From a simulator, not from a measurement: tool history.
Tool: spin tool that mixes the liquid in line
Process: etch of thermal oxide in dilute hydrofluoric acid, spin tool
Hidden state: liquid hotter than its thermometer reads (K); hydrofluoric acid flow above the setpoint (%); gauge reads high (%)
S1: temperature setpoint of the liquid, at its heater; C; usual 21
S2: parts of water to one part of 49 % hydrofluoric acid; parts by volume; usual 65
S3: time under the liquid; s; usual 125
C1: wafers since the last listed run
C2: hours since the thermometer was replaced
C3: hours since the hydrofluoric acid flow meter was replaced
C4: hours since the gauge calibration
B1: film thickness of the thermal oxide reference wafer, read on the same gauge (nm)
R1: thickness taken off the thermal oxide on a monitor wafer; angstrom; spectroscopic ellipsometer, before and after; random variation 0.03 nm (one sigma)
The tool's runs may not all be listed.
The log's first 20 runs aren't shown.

{"run": 21, "day": 62.212, "S1": 23, "S2": 75, "S3": 85, "C1": 1001, "C2": 466.4, "C3": 652.1, "C4": 205.1, "B1": 110.05, "R1": 53}
{"run": 22, "day": 63.796, "S1": 21, "S2": 65, "S3": 125, "C1": 374, "C2": 504.4, "C3": 690.1, "C4": 243.1, "B1": 110, "R1": 84.2}
{"run": 23, "day": 67.083, "S1": 17, "S2": 65, "S3": 190, "C1": 776, "C2": 583.3, "C3": 769, "C4": 322, "B1": 110, "R1": 108.5}
{"run": 24, "day": 70.504, "S1": 21, "S2": 75, "S3": 125, "C1": 808, "C2": 665.4, "C3": 851.1, "C4": 404.1, "B1": 110.02, "R1": 72.5}
{"run": 25, "day": 72.988, "S1": 21, "S2": 65, "S3": 125, "C1": 586, "C2": 725, "C3": 910.7, "C4": 463.7, "B1": 109.99, "R1": 84.4}
{"run": 26, "day": 75.238, "S1": 21, "S2": 65, "S3": 125, "C1": 531, "C2": 779, "C3": 964.7, "C4": 517.7, "B1": 110, "R1": 84.3}
{"run": 27, "day": 79.396, "S1": 21, "S2": 65, "S3": 125, "C1": 982, "C2": 878.8, "C3": 1064.5, "C4": 617.5, "B1": 109.97, "R1": 84}
{"run": 28, "day": 81.379, "S1": 21, "S2": 75, "S3": 170, "C1": 468, "C2": 926.4, "C3": 1112.1, "C4": 665.1, "B1": 109.99, "R1": 98.7}
{"day": 82.654, "done": "thermometer replaced"}
{"run": 29, "day": 85.421, "S1": 24.5, "S2": 40, "S3": 100, "C1": 944, "C2": 66.4, "C3": 1209.1, "C4": 762.1, "B1": 110.01, "R1": 131.5}
{"run": 30, "day": 88.175, "S1": 21, "S2": 65, "S3": 125, "C1": 650, "C2": 132.5, "C3": 1275.2, "C4": 828.2, "B1": 109.99, "R1": 84.4}

3 ways to go on from here, each from the tool as it stands after run 30. What would each give?
{"run": "A", "day": 88.196, "S1": 21, "S2": 95, "S3": 125, "C1": 4, "C2": 133, "C3": 1275.7, "C4": 828.7, "B1": "?", "R1": "?"}
{"run": "B", "day": 88.196, "S1": 21, "S2": 55, "S3": 190, "C1": 4, "C2": 133, "C3": 1275.7, "C4": 828.7, "B1": "?", "R1": "?"}
{"run": "C", "day": 88.196, "S1": 21, "S2": 35, "S3": 125, "C1": 4, "C2": 133, "C3": 1275.7, "C4": 828.7, "B1": "?", "R1": "?"}

run=A B1=109.99 R1=56
run=B B1=109.99 R1=154.1
run=C B1=109.99 R1=163.2
Without the tool's hidden state the same runs would have given:
run=A R1=54.9
run=B R1=151.1
run=C R1=160.1

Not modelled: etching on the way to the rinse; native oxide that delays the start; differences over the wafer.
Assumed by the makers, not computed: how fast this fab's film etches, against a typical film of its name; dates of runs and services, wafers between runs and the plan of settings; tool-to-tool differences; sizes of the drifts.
